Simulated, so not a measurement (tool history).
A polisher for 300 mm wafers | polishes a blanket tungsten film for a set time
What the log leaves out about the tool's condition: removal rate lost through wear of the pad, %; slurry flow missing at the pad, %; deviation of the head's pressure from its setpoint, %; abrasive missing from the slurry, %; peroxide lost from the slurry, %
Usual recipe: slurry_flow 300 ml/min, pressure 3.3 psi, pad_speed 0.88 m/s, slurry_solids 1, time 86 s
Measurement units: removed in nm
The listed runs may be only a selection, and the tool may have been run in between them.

run    hour  slurry_flow  pressure  pad_speed  slurry_solids  time  wafers since the last listed run  wafers polished on this pad  hours since the slurry nozzle was cleaned  hours since the head pressure was calibrated  hours since the slurry blender was calibrated  hours since the slurry got fresh peroxide  incoming thickness of the incoming film, nm  removed
  1       0          300       3.3       0.88              1    86                                 0                         1692                                      122.5                                            17                                            328                                      278.9                                       1549.3      251
  2    40.5          300       3.3       0.88              1    86                               233                         1925                                        163                                          57.5                                          368.5                                      319.4                                       1517.3      243
       59.9  -- slurry tank refilled with fresh slurry and peroxide
       79.5  -- slurry blender recalibrated
       98.5  -- worn pad replaced by a new one
  3     133          300       3.3       0.88              1    86                               492                          198                                      255.5                                           150                                           53.5                                       73.1                                       1508.5      281
  4   176.7          300       3.3       0.88              1    86                               251                          450                                      299.2                                         193.7                                           97.2                                      116.8                                       1551.1    268.6
  5   251.9          300       3.3       0.88              1    86                               433                          884                                      374.4                                         268.9                                          172.4                                        192                                       1550.6    269.2
      377.3  -- head pressure recalibrated
      395.6  -- slurry tank refilled with fresh slurry and peroxide
      498.4  -- slurry blender recalibrated
      515.4  -- worn pad replaced by a new one
  6   537.1          300       3.3       1.08            1.1    86                              1592                          124                                      659.6                                         159.8                                           38.7                                      141.5                                       1516.2    349.7
  7   635.9          230       3.3       0.88            0.9    86                               569                          694                                      758.4                                         258.6                                          137.5                                      240.3                                       1508.2    258.7
  8   674.8          300       3.3       0.88              1    86                               224                          918                                      797.3                                         297.5                                          176.4                                      279.2                                       1527.3    263.8
      719.5  -- slurry nozzle cleaned
      720.4  -- slurry tank refilled with fresh slurry and peroxide
  9   782.2          300       3.3       0.88              1    86                               608                         1527                                       62.7                                         404.9                                          283.8                                       61.8                                       1550.6    252.9
      790.2  -- head pressure recalibrated
 10   822.5          300       3.3       0.88              1    86                               220                         1748                                        103                                          32.3                                          324.1                                      102.1                                       1504.9    249.9
      883.5  -- worn pad replaced by a new one
      903.4  -- slurry blender recalibrated
 11   926.7          300       3.3       0.88              1    86                               566                          237                                      207.2                                         136.5                                           23.3                                      206.3                                       1534.2      282
 12  1013.1          300       3.3       0.88              1    86                               498                          735                                      293.6                                         222.9                                          109.7                                      292.7                                       1565.4    271.8
 13  1079.3          300       3.3       0.88              1    86                               381                         1117                                      359.8                                         289.1                                          175.9                                      358.9                                       1527.5      267
     1105.7  -- head pressure recalibrated
 14  1120.4          300       3.3       0.88            1.2    86                               225                         1343                                      400.9                                          14.7                                            217                                        400                                       1549.6    265.4
     1137.6  -- slurry tank refilled with fresh slurry and peroxide
 15  1217.9          300       3.3       0.88            0.7    86                               556                         1899                                      498.4                                         112.2                                          314.5                                       80.3                                         1525    234.4
 16  1275.2          300       3.3       0.88              1    86                               330                         2229                                      555.7                                         169.5                                          371.8                                      137.6                                       1519.7    236.3
     1285.6  -- worn pad replaced by a new one
     1295.2  -- slurry blender recalibrated
 17  1336.6          300       3.3       0.88              1    86                               319                          282                                      617.1                                         230.9                                           41.4                                        199                                       1542.2      283
 18  1429.7          400       3.3       0.88              1   107                               536                          819                                      710.2                                           324                                          134.5                                      292.1                                       1526.7    348.9
     1458.3  -- head pressure recalibrated
 19  1480.2          300       2.1       1.02            1.1    86                               279                         1099                                      760.7                                          21.9                                            185                                      342.6                                       1518.8    196.6
       1536  -- slurry nozzle cleaned
 20  1537.2          335       3.3       0.88              1    86                               322                         1422                                        1.2                                          78.9                                            242                                      399.6                                       1537.9    263.5
     1560.7  -- slurry tank refilled with fresh slurry and peroxide
 21  1591.8          300       3.3       0.78           1.25    86                               309                         1731                                       55.8                                         133.5                                          296.6                                       31.1                                       1517.1    232.3
     1619.3  -- worn pad replaced by a new one
 22  1698.1          210       3.3       0.88              1    86                               589                          454                                      162.1                                         239.8                                          402.9                                      137.4                                       1500.6    255.8
     1712.6  -- slurry blender recalibrated
 23  1764.4          300       3.3       0.88              1    86                               370                          825                                      228.4                                         306.1                                           51.8                                      203.7                                       1534.2    271.3
     1833.6  -- head pressure recalibrated
 24  1847.6          300       2.4       1.06              1    86                               468                         1293                                      311.6                                            14                                            135                                      286.9                                       1519.7    229.7

Alternative continuations, all from the tool just after run 24; predict every row:
  A  1848          300       3.3       0.88              1    86                                 2                         1295                                        312                                          14.4                                          135.4                                      287.3                                       1536.8        ?
  B  1848          365       4.1       0.98              1   111                                 2                         1295                                        312                                          14.4                                          135.4                                      287.3                                       1536.8        ?
  C  1848          300       3.3       0.88           1.25    86                                 2                         1295                                        312                                          14.4                                          135.4                                      287.3                                       1536.8        ?

run  removed
  A    263.4
  B    478.5
  C    274.5
With no hidden state in the tool, these same runs would have given:
run  removed
  A    288.3
  B    523.7
  C    300.7
